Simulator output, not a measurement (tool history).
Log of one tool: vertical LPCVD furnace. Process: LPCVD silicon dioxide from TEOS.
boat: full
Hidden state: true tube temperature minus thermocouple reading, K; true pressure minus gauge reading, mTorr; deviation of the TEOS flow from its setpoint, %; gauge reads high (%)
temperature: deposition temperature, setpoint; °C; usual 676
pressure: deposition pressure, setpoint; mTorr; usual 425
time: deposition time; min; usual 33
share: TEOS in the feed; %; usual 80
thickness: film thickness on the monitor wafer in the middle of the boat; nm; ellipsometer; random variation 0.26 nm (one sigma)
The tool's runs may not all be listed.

run	day	temperature	pressure	time	share	wafers since the last listed run	hours since the last temperature calibration	hours since the pressure gauge was zeroed	hours since the TEOS flow controller was replaced	hours since the gauge calibration	read-back reference wafer on the same gauge, thickness	thickness
1	0	676	425	33	88	0	3791.1	2608	5615.5	177.8	164.09	181.6
# day 0.329: gauge calibrated
2	0.942	676	425	33	88	553	3813.7	2630.6	5638.1	14.7	164.03	181.63
3	1.725	676	425	33	80	460	3832.5	2649.4	5656.9	33.5	164	173.43
4	3.138	676	425	33	80	830	3866.4	2683.3	5690.8	67.4	164.05	173.06
5	5.454	667	425	33	80	1361	3922	2738.9	5746.4	123	164	139.24
6	6.058	667	425	33	80	355	3936.5	2753.4	5760.9	137.5	163.92	139.08
7	6.946	676	425	33	68	521	3957.8	2774.7	5782.2	158.8	163.91	160.18
8	7.908	676	425	33	68	565	3980.9	2797.8	5805.3	181.9	163.97	160.4
# day 8.921: pressure gauge zeroed
9	9.108	676	425	33	80	117	4009.7	4.5	5834.1	210.7	164.08	173.8
# day 9.988: gauge calibrated
10	10.079	665	365	45	94	570	4033	27.8	5857.4	2.2	163.97	182.17
11	10.775	684	425	33	80	408	4049.7	44.5	5874.1	18.9	163.92	211.05
12	11.538	685	325	24	80	448	4068	62.8	5892.4	37.2	164.01	137.21
# day 12.942: thermocouples replaced and temperature profile calibrated
# day 13.558: TEOS flow controller replaced
13	13.579	683	475	33	96	249	15.3	111.8	0.5	86.2	164.06	218.94
14	13.721	676	480	33	90	83	18.7	115.2	3.9	89.6	163.97	180.14
15	14.796	676	425	33	95	631	44.5	141	29.7	115.4	164	173.79
16	16.25	683	520	43	84	854	79.4	175.9	64.6	150.3	164.06	279.55
17	17.079	667	500	33	91	487	99.3	195.8	84.5	170.2	164	148.15

Forecast each of these 3 alternatives for the next run:
A	17.221	676	425	33	80	83	102.7	199.2	87.9	173.6	?	?
B	17.221	683	425	33	93	83	102.7	199.2	87.9	173.6	?	?
C	17.221	676	395	33	71	83	102.7	199.2	87.9	173.6	?	?

run	read-back reference wafer on the same gauge, thickness	thickness
A	163.98	159.91
B	163.98	204.33
C	163.98	145.23
Without the tool's hidden state the same runs would have given:
run	thickness
A	158.43
B	202.47
C	143.89
